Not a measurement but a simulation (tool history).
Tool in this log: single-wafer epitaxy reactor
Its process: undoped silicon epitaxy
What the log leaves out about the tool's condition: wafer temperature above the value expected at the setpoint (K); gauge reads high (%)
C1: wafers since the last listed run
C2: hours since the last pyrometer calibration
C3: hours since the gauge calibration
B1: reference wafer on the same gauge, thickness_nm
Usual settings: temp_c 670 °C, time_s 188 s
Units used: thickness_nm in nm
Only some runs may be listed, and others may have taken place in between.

{"run": 1, "hour": 0.0, "temp_c": 670, "time_s": 188, "C1": 0, "C2": 1746.2, "C3": 542.7, "B1": 51.488, "thickness_nm": 46.789}
{"run": 2, "hour": 128.8, "temp_c": 670, "time_s": 188, "C1": 1446, "C2": 1875.0, "C3": 671.5, "B1": 51.481, "thickness_nm": 46.682}
{"run": 3, "hour": 184.8, "temp_c": 670, "time_s": 188, "C1": 628, "C2": 1931.0, "C3": 727.5, "B1": 51.455, "thickness_nm": 46.381}
{"run": 4, "hour": 216.0, "temp_c": 670, "time_s": 188, "C1": 350, "C2": 1962.2, "C3": 758.7, "B1": 51.445, "thickness_nm": 46.569}
{"run": 5, "hour": 284.7, "temp_c": 675, "time_s": 171, "C1": 771, "C2": 2030.9, "C3": 827.4, "B1": 51.358, "thickness_nm": 46.473}
{"run": 6, "hour": 345.0, "temp_c": 675, "time_s": 171, "C1": 677, "C2": 2091.2, "C3": 887.7, "B1": 51.507, "thickness_nm": 46.334}
{"hour": 385.0, "done": "pyrometer calibrated"}
{"run": 7, "hour": 387.5, "temp_c": 675, "time_s": 171, "C1": 387, "C2": 2.5, "C3": 930.2, "B1": 51.384, "thickness_nm": 46.565}
{"run": 8, "hour": 454.1, "temp_c": 670, "time_s": 188, "C1": 747, "C2": 69.1, "C3": 996.8, "B1": 51.56, "thickness_nm": 46.363}
{"run": 9, "hour": 501.3, "temp_c": 670, "time_s": 188, "C1": 529, "C2": 116.3, "C3": 1044.0, "B1": 51.552, "thickness_nm": 46.556}
{"hour": 538.0, "done": "gauge calibrated"}
{"run": 10, "hour": 567.4, "temp_c": 682, "time_s": 188, "C1": 742, "C2": 182.4, "C3": 29.4, "B1": 51.5, "thickness_nm": 58.297}
{"run": 11, "hour": 598.3, "temp_c": 674, "time_s": 203, "C1": 346, "C2": 213.3, "C3": 60.3, "B1": 51.642, "thickness_nm": 53.939}
{"run": 12, "hour": 668.1, "temp_c": 664, "time_s": 204, "C1": 783, "C2": 283.1, "C3": 130.1, "B1": 51.481, "thickness_nm": 45.09}
{"run": 13, "hour": 693.0, "temp_c": 666, "time_s": 224, "C1": 279, "C2": 308.0, "C3": 155.0, "B1": 51.494, "thickness_nm": 51.976}
{"run": 14, "hour": 736.4, "temp_c": 663, "time_s": 188, "C1": 487, "C2": 351.4, "C3": 198.4, "B1": 51.446, "thickness_nm": 40.685}
{"run": 15, "hour": 804.9, "temp_c": 670, "time_s": 188, "C1": 769, "C2": 419.9, "C3": 266.9, "B1": 51.573, "thickness_nm": 46.457}
{"run": 16, "hour": 841.1, "temp_c": 670, "time_s": 188, "C1": 406, "C2": 456.1, "C3": 303.1, "B1": 51.508, "thickness_nm": 46.453}

Here are 4 independent what-if runs from the current tool condition. What would each one return?
{"run": "A", "hour": 841.6, "temp_c": 670, "time_s": 188, "C1": 5, "C2": 456.6, "C3": 303.6, "B1": "?", "thickness_nm": "?"}
{"run": "B", "hour": 841.6, "temp_c": 660, "time_s": 153, "C1": 5, "C2": 456.6, "C3": 303.6, "B1": "?", "thickness_nm": "?"}
{"run": "C", "hour": 841.6, "temp_c": 657, "time_s": 217, "C1": 5, "C2": 456.6, "C3": 303.6, "B1": "?", "thickness_nm": "?"}
{"run": "D", "hour": 841.6, "temp_c": 657, "time_s": 157, "C1": 5, "C2": 456.6, "C3": 303.6, "B1": "?", "thickness_nm": "?"}

run=A B1=51.557 thickness_nm=46.556
run=B B1=51.557 thickness_nm=31.476
run=C B1=51.557 thickness_nm=42.198
run=D B1=51.557 thickness_nm=30.530
Had the tool no hidden state, the same runs would have come out as:
run=A thickness_nm=46.556
run=B thickness_nm=31.476
run=C thickness_nm=42.198
run=D thickness_nm=30.530
